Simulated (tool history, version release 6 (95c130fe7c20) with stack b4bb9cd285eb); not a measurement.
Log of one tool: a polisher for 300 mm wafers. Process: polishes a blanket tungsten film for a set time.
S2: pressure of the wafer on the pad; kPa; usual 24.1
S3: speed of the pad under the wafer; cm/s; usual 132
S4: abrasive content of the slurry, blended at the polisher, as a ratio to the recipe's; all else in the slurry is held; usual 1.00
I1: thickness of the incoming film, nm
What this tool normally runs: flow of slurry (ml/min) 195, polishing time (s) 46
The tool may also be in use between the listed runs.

run 1 hour=0.0 | flow_of_slurry_(ml/min)=195 S2=24.1 S3=132 S4=1.00 polishing_time_(s)=46 | I1=780.4 | film_removed_(angstrom)=2182
-- hour=62.9 slurry nozzle cleaned
run 2 hour=83.1 | flow_of_slurry_(ml/min)=215 S2=24.1 S3=132 S4=1.00 polishing_time_(s)=46 | I1=783.2 | film_removed_(angstrom)=2249
-- hour=96.0 slurry tank refilled with fresh slurry and peroxide
run 3 hour=101.9 | flow_of_slurry_(ml/min)=215 S2=24.1 S3=132 S4=1.00 polishing_time_(s)=46 | I1=770.0 | film_removed_(angstrom)=2209
run 4 hour=129.4 | flow_of_slurry_(ml/min)=215 S2=24.1 S3=132 S4=1.00 polishing_time_(s)=46 | I1=773.3 | film_removed_(angstrom)=2205
-- hour=151.6 worn pad replaced by a new one
run 5 hour=195.4 | flow_of_slurry_(ml/min)=195 S2=24.1 S3=144 S4=1.00 polishing_time_(s)=46 | I1=777.6 | film_removed_(angstrom)=2299
-- hour=203.3 slurry blender recalibrated
run 6 hour=207.7 | flow_of_slurry_(ml/min)=195 S2=24.1 S3=144 S4=1.00 polishing_time_(s)=46 | I1=772.0 | film_removed_(angstrom)=2545
-- hour=219.7 slurry tank refilled with fresh slurry and peroxide
run 7 hour=226.3 | flow_of_slurry_(ml/min)=195 S2=24.1 S3=132 S4=0.80 polishing_time_(s)=46 | I1=777.9 | film_removed_(angstrom)=2247
run 8 hour=255.5 | flow_of_slurry_(ml/min)=195 S2=24.1 S3=132 S4=0.80 polishing_time_(s)=46 | I1=766.6 | film_removed_(angstrom)=2279
-- hour=268.3 head pressure recalibrated
run 9 hour=288.6 | flow_of_slurry_(ml/min)=195 S2=24.1 S3=132 S4=0.80 polishing_time_(s)=46 | I1=777.3 | film_removed_(angstrom)=2183
run 10 hour=301.6 | flow_of_slurry_(ml/min)=195 S2=24.1 S3=132 S4=1.00 polishing_time_(s)=58 | I1=762.1 | film_removed_(angstrom)=2841
run 11 hour=323.1 | flow_of_slurry_(ml/min)=195 S2=24.1 S3=116 S4=1.00 polishing_time_(s)=46 | I1=781.4 | film_removed_(angstrom)=2037
-- hour=325.3 slurry tank refilled with fresh slurry and peroxide
run 12 hour=353.2 | flow_of_slurry_(ml/min)=170 S2=24.1 S3=118 S4=1.25 polishing_time_(s)=46 | I1=777.6 | film_removed_(angstrom)=2117
run 13 hour=378.5 | flow_of_slurry_(ml/min)=195 S2=24.1 S3=132 S4=1.00 polishing_time_(s)=46 | I1=758.7 | film_removed_(angstrom)=2271
-- hour=386.1 slurry nozzle cleaned
run 14 hour=398.9 | flow_of_slurry_(ml/min)=195 S2=24.1 S3=132 S4=1.00 polishing_time_(s)=30 | I1=759.3 | film_removed_(angstrom)=1477
-- hour=404.2 worn pad replaced by a new one, of another model than before
-- hour=420.3 slurry tank refilled with fresh slurry and peroxide
run 15 hour=429.4 | flow_of_slurry_(ml/min)=195 S2=24.1 S3=158 S4=0.85 polishing_time_(s)=46 | I1=779.1 | film_removed_(angstrom)=2637
run 16 hour=442.6 | flow_of_slurry_(ml/min)=195 S2=24.1 S3=116 S4=1.00 polishing_time_(s)=46 | I1=772.4 | film_removed_(angstrom)=1978
run 17 hour=466.3 | flow_of_slurry_(ml/min)=195 S2=24.1 S3=112 S4=1.00 polishing_time_(s)=46 | I1=777.2 | film_removed_(angstrom)=1851
run 18 hour=480.0 | flow_of_slurry_(ml/min)=260 S2=18.6 S3=132 S4=1.20 polishing_time_(s)=35 | I1=772.1 | film_removed_(angstrom)=1447
run 19 hour=500.6 | flow_of_slurry_(ml/min)=195 S2=24.1 S3=132 S4=1.00 polishing_time_(s)=46 | I1=767.6 | film_removed_(angstrom)=2216
run 20 hour=522.1 | flow_of_slurry_(ml/min)=195 S2=24.1 S3=132 S4=1.00 polishing_time_(s)=46 | I1=766.9 | film_removed_(angstrom)=2243
run 21 hour=536.8 | flow_of_slurry_(ml/min)=195 S2=24.1 S3=110 S4=0.85 polishing_time_(s)=36 | I1=769.7 | film_removed_(angstrom)=1375
-- hour=546.6 slurry tank refilled with fresh slurry and peroxide
run 22 hour=554.5 | flow_of_slurry_(ml/min)=250 S2=28.3 S3=132 S4=1.00 polishing_time_(s)=46 | I1=756.1 | film_removed_(angstrom)=2529

Branching from run 22: 4 alternative next runs. What would each branch give?
run A hour=554.9 | flow_of_slurry_(ml/min)=195 S2=24.1 S3=132 S4=1.00 polishing_time_(s)=46 | I1=767.9 | film_removed_(angstrom)=?
run B hour=554.9 | flow_of_slurry_(ml/min)=195 S2=15.9 S3=132 S4=1.00 polishing_time_(s)=46 | I1=767.9 | film_removed_(angstrom)=?
run C hour=554.9 | flow_of_slurry_(ml/min)=160 S2=15.9 S3=132 S4=1.00 polishing_time_(s)=46 | I1=767.9 | film_removed_(angstrom)=?
run D hour=554.9 | flow_of_slurry_(ml/min)=260 S2=24.1 S3=132 S4=1.00 polishing_time_(s)=33 | I1=767.9 | film_removed_(angstrom)=?

run=A film_removed_(angstrom)=2216
run=B film_removed_(angstrom)=1679
run=C film_removed_(angstrom)=1666
run=D film_removed_(angstrom)=1610
What these runs would have given with no unlogged condition in the tool:
run=A film_removed_(angstrom)=2403
run=B film_removed_(angstrom)=1821
run=C film_removed_(angstrom)=1806
run=D film_removed_(angstrom)=1746
